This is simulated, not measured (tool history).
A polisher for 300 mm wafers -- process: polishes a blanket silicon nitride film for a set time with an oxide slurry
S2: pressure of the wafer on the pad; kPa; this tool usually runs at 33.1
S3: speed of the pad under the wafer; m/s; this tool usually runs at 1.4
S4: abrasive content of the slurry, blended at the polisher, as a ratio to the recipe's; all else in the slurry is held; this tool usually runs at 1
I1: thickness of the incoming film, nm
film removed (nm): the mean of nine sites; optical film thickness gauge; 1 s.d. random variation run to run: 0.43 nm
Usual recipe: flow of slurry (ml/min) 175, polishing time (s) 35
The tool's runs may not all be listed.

{"run": 1, "hour": 0.0, "flow of slurry (ml/min)": 175, "S2": 33.1, "S3": 1.1, "S4": 1, "polishing time (s)": 35, "I1": 250.4, "film removed (nm)": 30.8}
{"run": 2, "hour": 73.1, "flow of slurry (ml/min)": 205, "S2": 26.2, "S3": 1.4, "S4": 1, "polishing time (s)": 35, "I1": 247.2, "film removed (nm)": 30.7}
{"run": 3, "hour": 138.3, "flow of slurry (ml/min)": 175, "S2": 33.1, "S3": 1.4, "S4": 1, "polishing time (s)": 35, "I1": 253.6, "film removed (nm)": 36.5}
{"run": 4, "hour": 234.5, "flow of slurry (ml/min)": 175, "S2": 27.6, "S3": 1.4, "S4": 1, "polishing time (s)": 43, "I1": 251.2, "film removed (nm)": 38.6}
{"run": 5, "hour": 333.9, "flow of slurry (ml/min)": 175, "S2": 27.6, "S3": 1.4, "S4": 1, "polishing time (s)": 43, "I1": 249.8, "film removed (nm)": 37.6}
{"run": 6, "hour": 438.7, "flow of slurry (ml/min)": 200, "S2": 33.1, "S3": 1.4, "S4": 1.15, "polishing time (s)": 35, "I1": 246.9, "film removed (nm)": 39.1}
{"run": 7, "hour": 534.0, "flow of slurry (ml/min)": 175, "S2": 33.1, "S3": 1.4, "S4": 1, "polishing time (s)": 35, "I1": 251.7, "film removed (nm)": 36.1}
{"run": 8, "hour": 627.1, "flow of slurry (ml/min)": 195, "S2": 33.1, "S3": 1.4, "S4": 1, "polishing time (s)": 35, "I1": 245, "film removed (nm)": 39.3}
{"run": 9, "hour": 675.9, "flow of slurry (ml/min)": 175, "S2": 33.1, "S3": 1.4, "S4": 1, "polishing time (s)": 35, "I1": 250.3, "film removed (nm)": 37.7}
{"run": 10, "hour": 735.1, "flow of slurry (ml/min)": 175, "S2": 41.4, "S3": 1.4, "S4": 1, "polishing time (s)": 35, "I1": 246, "film removed (nm)": 46.1}
{"run": 11, "hour": 779.5, "flow of slurry (ml/min)": 175, "S2": 33.1, "S3": 1.4, "S4": 1, "polishing time (s)": 35, "I1": 254.8, "film removed (nm)": 37.6}
{"run": 12, "hour": 877.2, "flow of slurry (ml/min)": 175, "S2": 42.1, "S3": 1.68, "S4": 1, "polishing time (s)": 28, "I1": 249.8, "film removed (nm)": 41.9}
{"run": 13, "hour": 982.2, "flow of slurry (ml/min)": 130, "S2": 33.1, "S3": 1.78, "S4": 1, "polishing time (s)": 43, "I1": 253.9, "film removed (nm)": 51.8}
{"run": 14, "hour": 1079.0, "flow of slurry (ml/min)": 175, "S2": 40, "S3": 1.02, "S4": 1, "polishing time (s)": 35, "I1": 250.1, "film removed (nm)": 34.8}
{"run": 15, "hour": 1132.8, "flow of slurry (ml/min)": 175, "S2": 33.1, "S3": 1.4, "S4": 1.15, "polishing time (s)": 40, "I1": 249.6, "film removed (nm)": 43.6}
{"run": 16, "hour": 1173.4, "flow of slurry (ml/min)": 175, "S2": 33.1, "S3": 1.4, "S4": 1, "polishing time (s)": 35, "I1": 251.3, "film removed (nm)": 35.8}
{"run": 17, "hour": 1277.0, "flow of slurry (ml/min)": 175, "S2": 33.1, "S3": 1.4, "S4": 1, "polishing time (s)": 35, "I1": 255.3, "film removed (nm)": 37.3}
{"run": 18, "hour": 1351.8, "flow of slurry (ml/min)": 145, "S2": 22.1, "S3": 1.4, "S4": 1, "polishing time (s)": 35, "I1": 252, "film removed (nm)": 24.8}
{"run": 19, "hour": 1403.6, "flow of slurry (ml/min)": 175, "S2": 23.4, "S3": 1.4, "S4": 1.25, "polishing time (s)": 35, "I1": 249.9, "film removed (nm)": 29.3}
{"run": 20, "hour": 1447.5, "flow of slurry (ml/min)": 175, "S2": 33.1, "S3": 1.4, "S4": 0.9, "polishing time (s)": 35, "I1": 247.3, "film removed (nm)": 34.3}
{"run": 21, "hour": 1555.4, "flow of slurry (ml/min)": 235, "S2": 30.3, "S3": 1.4, "S4": 1, "polishing time (s)": 35, "I1": 247.9, "film removed (nm)": 34.3}
{"run": 22, "hour": 1616.7, "flow of slurry (ml/min)": 205, "S2": 24.1, "S3": 1, "S4": 1, "polishing time (s)": 27, "I1": 248, "film removed (nm)": 16.5}
{"run": 23, "hour": 1698.2, "flow of slurry (ml/min)": 175, "S2": 33.1, "S3": 1.4, "S4": 1.15, "polishing time (s)": 40, "I1": 248.8, "film removed (nm)": 43.2}
{"run": 24, "hour": 1800.6, "flow of slurry (ml/min)": 130, "S2": 33.1, "S3": 1.78, "S4": 1, "polishing time (s)": 43, "I1": 249.8, "film removed (nm)": 51.1}
{"run": 25, "hour": 1903.5, "flow of slurry (ml/min)": 220, "S2": 33.1, "S3": 1.08, "S4": 1, "polishing time (s)": 35, "I1": 248.1, "film removed (nm)": 30.1}
{"run": 26, "hour": 1944.4, "flow of slurry (ml/min)": 175, "S2": 33.1, "S3": 1.4, "S4": 0.85, "polishing time (s)": 35, "I1": 252.6, "film removed (nm)": 32.4}

Taken out of this log: 13 entries between the listed runs. Where each belongs, and how the hidden state differs across it:
In the gap between runs 3 and 4: worn pad replaced by a new one (hour 176.8)
  deviation of the head's pressure from its setpoint, %: -4.8 -> -5.44
  measured result minus the result with no hidden state, film removed (nm): -1.6 -> -2
In the gap between runs 4 and 5: slurry blender recalibrated (hour 244)
  deviation of the head's pressure from its setpoint, %: -5.44 -> -5.87
  measured result minus the result with no hidden state, film removed (nm): -2 -> -2.1
In the gap between runs 5 and 6: slurry nozzle cleaned (hour 392.1)
  deviation of the head's pressure from its setpoint, %: -5.87 -> -6.17
  measured result minus the result with no hidden state, film removed (nm): -2.1 -> -2.3
In the gap between runs 6 and 7: conditioning disc replaced and pad reconditioned (hour 476.8)
  deviation of the head's pressure from its setpoint, %: -6.17 -> -6.35
  measured result minus the result with no hidden state, film removed (nm): -2.3 -> -2.2
In the gap between runs 7 and 8: head pressure recalibrated (hour 608.6)
  deviation of the head's pressure from its setpoint, %: -6.35 -> 0.538
  measured result minus the result with no hidden state, film removed (nm): -2.2 -> +0.2
In the gap between runs 12 and 13: worn pad replaced by a new one (hour 937.5); slurry blender recalibrated (hour 967.4)
  deviation of the head's pressure from its setpoint, %: -3.75 -> -4.56
  measured result minus the result with no hidden state, film removed (nm): -1.5 -> -2.3
In the gap between runs 15 and 16: slurry nozzle cleaned (hour 1159.6)
  deviation of the head's pressure from its setpoint, %: -5.25 -> -5.38
  measured result minus the result with no hidden state, film removed (nm): -2.2 -> -1.8
In the gap between runs 16 and 17: conditioning disc replaced and pad reconditioned (hour 1177.7); head pressure recalibrated (hour 1212.6)
  deviation of the head's pressure from its setpoint, %: -5.38 -> -2.63
  measured result minus the result with no hidden state, film removed (nm): -1.8 -> -1
In the gap between runs 22 and 23: worn pad replaced by a new one (hour 1671.1)
  deviation of the head's pressure from its setpoint, %: -6.76 -> -7.13
  measured result minus the result with no hidden state, film removed (nm): -1.1 -> -3
In the gap between runs 23 and 24: slurry blender recalibrated (hour 1774.7)
  deviation of the head's pressure from its setpoint, %: -7.13 -> -7.45
  measured result minus the result with no hidden state, film removed (nm): -3 -> -3.7
In the gap between runs 24 and 25: slurry nozzle cleaned (hour 1857.4)
  deviation of the head's pressure from its setpoint, %: -7.45 -> -7.66
  measured result minus the result with no hidden state, film removed (nm): -3.7 -> -2.3

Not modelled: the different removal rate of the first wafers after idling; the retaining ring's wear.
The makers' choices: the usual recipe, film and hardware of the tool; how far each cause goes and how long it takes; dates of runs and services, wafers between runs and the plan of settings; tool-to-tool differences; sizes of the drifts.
